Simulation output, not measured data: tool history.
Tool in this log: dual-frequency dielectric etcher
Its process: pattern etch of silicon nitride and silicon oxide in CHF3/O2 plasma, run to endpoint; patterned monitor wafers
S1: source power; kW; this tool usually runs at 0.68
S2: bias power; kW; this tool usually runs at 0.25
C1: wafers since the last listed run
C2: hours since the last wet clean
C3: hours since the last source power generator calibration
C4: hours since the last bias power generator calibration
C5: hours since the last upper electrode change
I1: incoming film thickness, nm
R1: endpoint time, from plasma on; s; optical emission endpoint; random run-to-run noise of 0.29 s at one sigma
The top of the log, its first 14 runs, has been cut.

run   hour    S1     S2   C1     C2      C3     C4      C5     I1     R1
 15  278.2  0.68  0.274  105  262.5  2273.5     24  2932.6  164.4   88.9
 16  298.6   0.8  0.211  150  282.9  2293.9   44.4    2953  163.9   93.5
 17  331.7  0.76  0.227  244    316    2327   77.5  2986.1  162.5   90.9
 18    353  0.56  0.228  157  337.3  2348.3   98.8  3007.4  163.6     99
 19  382.5   0.8  0.292  218  366.8  2377.8  128.3  3036.9  165.1   82.9
 20  406.8  0.62  0.289  179  391.1  2402.1  152.6  3061.2  165.1   88.8
     439.6  -- source power generator calibrated
     444.1  -- wet clean of the chamber
 21  444.6  0.57  0.189  217    0.5       5  190.4    3099  164.1  110.5
 22  448.4  0.76    0.3   28    4.3     8.8  194.2  3102.8  164.6     87
 23  469.2  0.68   0.25  153   25.1    29.6    215  3123.6  164.4   95.3
     507.9  -- upper electrode replaced
 24  508.4  0.58   0.25  112   64.3    68.8  254.2     0.5  165.3   99.1
 25  508.7  0.58   0.25    2   64.6    69.1  254.5     0.8  163.6   98.5
 26  552.2  0.68   0.25  321  108.1   112.6    298    44.3  164.3   94.5
 27  567.1  0.64  0.189  110    123   127.5  312.9    59.2  163.9  106.1
 28  588.5  0.73  0.311  158  144.4   148.9  334.3    80.6  164.9   84.8
 29  610.1  0.53  0.202  159    166   170.5  355.9   102.2  165.5  109.3
 30  631.9  0.68   0.25  161  187.8   192.3  377.7     124  165.4   94.3
 31  644.7  0.73  0.211   94  200.6   205.1  390.5   136.8    165     98

Here are 5 independent what-if runs from the current tool condition. What would each one return?
  A  645.2  0.68  0.194   3  201.1  205.6  391  137.3  164.3   ?
  B  645.2  0.77    0.3   3  201.1  205.6  391  137.3  164.3   ?
  C  645.2  0.77   0.27   3  201.1  205.6  391  137.3  164.3   ?
  D  645.2  0.68  0.206   3  201.1  205.6  391  137.3  164.3   ?
  E  645.2   0.8  0.287   3  201.1  205.6  391  137.3  164.3   ?

run     R1
  A    103
  B   84.7
  C   88.1
  D  100.8
  E   85.2
Stripped of hidden state, with their random variation kept, the same runs would have yielded:
run     R1
  A  105.4
  B   86.7
  C   90.2
  D  103.2
  E   87.2
